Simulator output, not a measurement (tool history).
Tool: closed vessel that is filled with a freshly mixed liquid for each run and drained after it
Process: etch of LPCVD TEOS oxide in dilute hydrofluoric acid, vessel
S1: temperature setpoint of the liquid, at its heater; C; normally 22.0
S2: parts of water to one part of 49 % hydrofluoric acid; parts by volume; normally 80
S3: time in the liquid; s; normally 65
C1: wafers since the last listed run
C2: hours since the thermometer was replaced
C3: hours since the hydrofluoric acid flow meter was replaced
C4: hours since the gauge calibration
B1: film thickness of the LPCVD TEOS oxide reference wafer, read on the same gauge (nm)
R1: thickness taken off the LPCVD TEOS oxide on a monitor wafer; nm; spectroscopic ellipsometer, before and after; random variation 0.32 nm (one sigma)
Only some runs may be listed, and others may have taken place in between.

Run 1, hour 0.0: usual settings; C1 0; C2 844.4; C3 1961.5; C4 300.4; B1 150.02. Result: R1 39.63 nm.
Run 2, hour 24.5: usual settings; C1 1561; C2 868.9; C3 1986.0; C4 324.9; B1 150.02. Result: R1 39.92 nm.
Run 3, hour 42.7: usual settings but S1 19.5 C, S2 65 parts by volume; C1 1160; C2 887.1; C3 2004.2; C4 343.1; B1 150.01. Result: R1 44.68 nm.
Run 4, hour 77.2: usual settings but S1 19.5 C, S2 65 parts by volume; C1 2199; C2 921.6; C3 2038.7; C4 377.6; B1 149.99. Result: R1 44.96 nm.
Run 5, hour 96.1: usual settings; C1 1204; C2 940.5; C3 2057.6; C4 396.5; B1 149.99. Result: R1 39.58 nm.
At hour 119.9: thermometer replaced.
Run 6, hour 120.9: usual settings; C1 1517; C2 1.0; C3 2082.4; C4 421.3; B1 149.99. Result: R1 39.44 nm.
At hour 132.8: hydrofluoric acid flow meter replaced.
At hour 142.1: gauge calibrated.
Run 7, hour 148.8: usual settings; C1 1714; C2 28.9; C3 16.0; C4 6.7; B1 149.97. Result: R1 39.16 nm.
Run 8, hour 179.5: usual settings but S1 18.5 C, S2 70 parts by volume, S3 85 s; C1 1956; C2 59.6; C3 46.7; C4 37.4; B1 150.01. Result: R1 52.10 nm.
Run 9, hour 214.6: usual settings but S1 19.5 C, S2 65 parts by volume, S3 50 s; C1 2237; C2 94.7; C3 81.8; C4 72.5; B1 150.01. Result: R1 34.17 nm.
Run 10, hour 234.0: usual settings but S1 26.0 C, S2 90 parts by volume; C1 1236; C2 114.1; C3 101.2; C4 91.9; B1 150.03. Result: R1 40.27 nm.
Run 11, hour 258.9: usual settings but S2 60 parts by volume, S3 50 s; C1 1587; C2 139.0; C3 126.1; C4 116.8; B1 149.99. Result: R1 41.41 nm.
Run 12, hour 322.6: usual settings but S1 25.0 C, S2 100 parts by volume, S3 30 s; C1 4060; C2 202.7; C3 189.8; C4 180.5; B1 150.00. Result: R1 15.94 nm.
Run 13, hour 347.2: usual settings but S2 55 parts by volume; C1 1568; C2 227.3; C3 214.4; C4 205.1; B1 150.00. Result: R1 59.60 nm.
Run 14, hour 382.8: usual settings but S1 18.5 C, S2 70 parts by volume, S3 85 s; C1 2269; C2 262.9; C3 250.0; C4 240.7; B1 150.01. Result: R1 51.59 nm.

Predict each of these 3 candidate next runs independently; none follows another, all start after run 14:
Run A, hour 383.5: usual settings; C1 44; C2 263.6; C3 250.7; C4 241.4; B1 ?. Result: R1 ?.
Run B, hour 383.5: usual settings but S1 20.0 C, S2 90 parts by volume; C1 44; C2 263.6; C3 250.7; C4 241.4; B1 ?. Result: R1 ?.
Run C, hour 383.5: usual settings but S1 25.5 C, S2 95 parts by volume, S3 50 s; C1 44; C2 263.6; C3 250.7; C4 241.4; B1 ?. Result: R1 ?.

run      B1     R1
  A  150.00  40.36
  B  150.00  32.66
  C  150.00  29.52
Stripped of hidden state, with their random variation kept, the same runs would have yielded:
run     R1
  A  40.36
  B  32.66
  C  29.52
